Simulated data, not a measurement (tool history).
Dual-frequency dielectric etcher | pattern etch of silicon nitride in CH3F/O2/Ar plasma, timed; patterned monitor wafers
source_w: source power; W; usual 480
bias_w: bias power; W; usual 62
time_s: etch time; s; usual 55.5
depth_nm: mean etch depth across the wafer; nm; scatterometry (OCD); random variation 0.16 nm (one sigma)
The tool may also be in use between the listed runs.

run,hour,source_w,bias_w,time_s,wafers since the last listed run,hours since the last wet clean,hours since the last source power generator calibration,hours since the last bias power generator calibration,hours since the last upper electrode change,hours since the gauge calibration,"read-back reference wafer on the same gauge, depth_nm",depth_nm
1,0.0,480,62,67.5,0,291.5,2798.1,1657.5,3791.5,182.4,40.22,53.54
2,16.6,480,50,55.5,123,308.1,2814.7,1674.1,3808.1,199.0,40.20,41.21
3,32.5,480,50,55.5,118,324.0,2830.6,1690.0,3824.0,214.9,40.20,41.60
4,50.4,480,62,55.5,133,341.9,2848.5,1707.9,3841.9,232.8,40.20,44.08
5,58.6,480,62,55.5,61,350.1,2856.7,1716.1,3850.1,241.0,40.18,43.98
6,104.2,480,74,49.5,340,395.7,2902.3,1761.7,3895.7,286.6,40.15,41.71
7,118.3,480,74,49.5,105,409.8,2916.4,1775.8,3909.8,300.7,40.21,41.33
8,133.9,480,74,49.5,116,425.4,2932.0,1791.4,3925.4,316.3,40.21,41.50
# hour 142.6: bias power generator calibrated
9,144.0,480,62,55.5,45,435.5,2942.1,1.4,3935.5,326.4,40.20,44.20
# hour 154.2: source power generator calibrated
10,185.2,480,62,55.5,277,476.7,31.0,42.6,3976.7,367.6,40.17,44.34
11,194.4,480,62,55.5,68,485.9,40.2,51.8,3985.9,376.8,40.20,44.24
12,208.3,540,62,55.5,103,499.8,54.1,65.7,3999.8,390.7,40.19,46.82
13,224.1,540,62,55.5,117,515.6,69.9,81.5,4015.6,406.5,40.19,47.19
14,231.8,430,53,46.0,57,523.3,77.6,89.2,4023.3,414.2,40.17,33.36
15,239.2,520,74,67.5,55,530.7,85.0,96.6,4030.7,421.6,40.16,59.48
16,249.4,520,62,66.0,76,540.9,95.2,106.8,4040.9,431.8,40.12,55.25
17,265.5,480,62,55.5,120,557.0,111.3,122.9,4057.0,447.9,40.25,44.49
# hour 285.8: gauge calibrated
# hour 293.4: wet clean of the chamber
# hour 311.5: upper electrode replaced
18,312.0,480,62,55.5,32,18.6,157.8,169.4,0.5,26.2,40.17,43.10
19,312.3,560,62,55.5,2,18.9,158.1,169.7,0.8,26.5,40.25,45.93
20,312.7,510,70,68.0,2,19.3,158.5,170.1,1.2,26.9,40.21,56.18
21,314.7,480,54,68.0,14,21.3,160.5,172.1,3.2,28.9,40.17,50.51
22,326.4,480,62,55.5,87,33.0,172.2,183.8,14.9,40.6,40.17,42.84
23,344.0,480,62,55.5,131,50.6,189.8,201.4,32.5,58.2,40.21,42.95
24,351.2,480,62,61.0,53,57.8,197.0,208.6,39.7,65.4,40.21,47.31
25,365.8,540,76,44.0,108,72.4,211.6,223.2,54.3,80.0,40.16,38.60
26,398.4,480,62,55.5,243,105.0,244.2,255.8,86.9,112.6,40.27,43.23
27,405.4,360,56,49.5,52,112.0,251.2,262.8,93.9,119.6,40.22,32.18
28,420.1,510,62,63.0,109,126.7,265.9,277.5,108.6,134.3,40.19,50.51
29,437.3,480,62,55.5,128,143.9,283.1,294.7,125.8,151.5,40.23,43.25
30,448.3,390,73,71.0,82,154.9,294.1,305.7,136.8,162.5,40.18,52.29

The same runs without the tool's hidden state, with the same run-to-run variation:
The hidden state here: etch rate over this chamber's usual, %; source power that arrives over what is set, %; bias power that arrives over what is set, %; gauge reads high (%).
run,depth_nm
1,52.42
2,40.30
3,40.64
4,43.01
5,42.89
6,40.54
7,40.14
8,40.26
9,42.85
10,42.87
11,42.74
12,45.18
13,45.50
14,32.15
15,57.29
16,53.17
17,42.77
18,43.04
19,45.86
20,56.10
21,50.43
22,42.74
23,42.79
24,47.11
25,38.40
26,42.91
27,31.92
28,50.05
29,42.81
30,51.71
